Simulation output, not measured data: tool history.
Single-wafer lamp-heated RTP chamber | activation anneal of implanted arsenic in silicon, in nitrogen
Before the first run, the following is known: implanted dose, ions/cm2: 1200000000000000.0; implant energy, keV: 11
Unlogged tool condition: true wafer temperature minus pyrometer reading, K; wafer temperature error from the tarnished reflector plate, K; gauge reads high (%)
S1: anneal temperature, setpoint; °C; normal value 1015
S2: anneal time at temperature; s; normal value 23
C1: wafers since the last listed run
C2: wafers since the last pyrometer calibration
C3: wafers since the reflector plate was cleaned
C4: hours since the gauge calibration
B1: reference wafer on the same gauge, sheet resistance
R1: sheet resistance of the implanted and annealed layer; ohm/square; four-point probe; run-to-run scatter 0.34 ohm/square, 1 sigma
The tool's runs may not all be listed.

| run | day | S1 | S2 | C1 | C2 | C3 | C4 | B1 | R1 |
|---|---|---|---|---|---|---|---|---|---|
| 1 | 0.000 | 1015 | 23 | 0 | 2949 | 9232 | 503.4 | 142.00 | 118.30 |
| 2 | 2.846 | 1015 | 23 | 990 | 3940 | 10223 | 571.7 | 141.95 | 118.60 |
| 3 | 5.667 | 1015 | 23 | 982 | 4923 | 11206 | 639.4 | 141.99 | 118.02 |
| 4 | 9.704 | 1015 | 23 | 1405 | 6329 | 12612 | 736.3 | 142.09 | 117.09 |
|  | 10.746 | pyrometer window cleaned and pyrometer calibrated |
| 5 | 12.546 | 1015 | 29 | 873 | 626 | 13485 | 804.5 | 141.95 | 114.77 |
| 6 | 14.071 | 1015 | 29 | 531 | 1157 | 14016 | 841.1 | 141.98 | 115.12 |
| 7 | 15.692 | 1015 | 23 | 564 | 1722 | 14581 | 880.0 | 141.87 | 118.89 |
| 8 | 17.788 | 1015 | 23 | 729 | 2451 | 15311 | 930.3 | 141.99 | 118.30 |
|  | 19.675 | reflector plate cleaned |
| 9 | 19.696 | 1015 | 23 | 548 | 3000 | 7 | 976.1 | 142.04 | 118.66 |
| 10 | 22.433 | 1015 | 23 | 953 | 3953 | 960 | 1041.8 | 142.10 | 118.03 |
| 11 | 24.662 | 1015 | 23 | 776 | 4729 | 1736 | 1095.3 | 142.00 | 118.03 |
| 12 | 27.562 | 1015 | 23 | 1009 | 5739 | 2746 | 1164.9 | 142.09 | 117.49 |
| 13 | 29.754 | 1015 | 23 | 763 | 6502 | 3509 | 1217.5 | 141.97 | 116.95 |
| 14 | 32.054 | 1015 | 23 | 800 | 7303 | 4310 | 1272.7 | 142.02 | 116.96 |
|  | 34.004 | pyrometer window cleaned and pyrometer calibrated |
| 15 | 34.025 | 1015 | 33 | 570 | 7 | 4881 | 1320.0 | 142.10 | 113.22 |
| 16 | 34.900 | 1015 | 23 | 304 | 312 | 5185 | 1341.0 | 141.90 | 120.36 |
| 17 | 35.962 | 1015 | 14 | 369 | 682 | 5555 | 1366.5 | 142.02 | 132.54 |
| 18 | 37.071 | 1015 | 23 | 385 | 1068 | 5941 | 1393.1 | 142.04 | 119.88 |
| 19 | 38.138 | 986 | 23 | 371 | 1439 | 6313 | 1418.7 | 141.90 | 139.98 |
| 20 | 39.562 | 1015 | 23 | 496 | 1935 | 6809 | 1452.9 | 142.02 | 119.37 |
| 21 | 41.038 | 1039 | 23 | 513 | 2449 | 7323 | 1488.3 | 142.01 | 107.28 |
|  | 41.604 | gauge calibrated |
| 22 | 42.617 | 1041 | 29 | 549 | 2999 | 7872 | 24.3 | 141.96 | 102.76 |
| 23 | 43.767 | 1015 | 19 | 400 | 3399 | 8273 | 51.9 | 142.03 | 122.51 |
| 24 | 46.379 | 1004 | 23 | 909 | 4309 | 9183 | 114.6 | 141.89 | 124.52 |
| 25 | 47.579 | 1038 | 16 | 417 | 4727 | 9601 | 143.4 | 141.97 | 113.58 |
| 26 | 49.842 | 1033 | 23 | 787 | 5515 | 10388 | 197.7 | 141.99 | 109.09 |
| 27 | 51.775 | 1015 | 30 | 673 | 6188 | 11062 | 244.1 | 141.98 | 111.86 |
|  | 54.725 | pyrometer window cleaned and pyrometer calibrated |
| 28 | 54.754 | 1015 | 23 | 921 | 10 | 11983 | 315.6 | 141.99 | 121.68 |
| 29 | 56.708 | 1040 | 11 | 680 | 691 | 12664 | 362.5 | 142.11 | 122.18 |
| 30 | 58.429 | 1015 | 23 | 599 | 1290 | 13263 | 403.8 | 141.92 | 119.72 |
| 31 | 61.262 | 1015 | 16 | 986 | 2276 | 14249 | 471.8 | 141.98 | 126.42 |

For some of the steps in R1 from one run to the next: how much would appear even if the tool had no hidden state, given the settings, what came in and random variation, and how much remains for the hidden state plus any gauge scatter that the measured result and the result without hidden state don't share?
Run 4 -> 5: S2 23 -> 29, pyrometer window cleaned and pyrometer calibrated. R1 -2.32 ohm/square: hidden state +2.83, all else -5.15.
Run 14 -> 15: S2 23 -> 33, pyrometer window cleaned and pyrometer calibrated. R1 -3.74 ohm/square: hidden state +4.57, all else -8.31.
Run 18 -> 19: S1 1015 -> 986. R1 +20.10 ohm/square: hidden state -1.06, all else +21.16.
Run 19 -> 20: S1 986 -> 1015. R1 -20.61 ohm/square: hidden state +0.17, all else -20.78.
Run 22 -> 23: S1 1041 -> 1015, S2 29 -> 19. R1 +19.75 ohm/square: hidden state -2.01, all else +21.76.
Run 27 -> 28: S2 30 -> 23, pyrometer window cleaned and pyrometer calibrated. R1 +9.82 ohm/square: hidden state +3.99, all else +5.83.
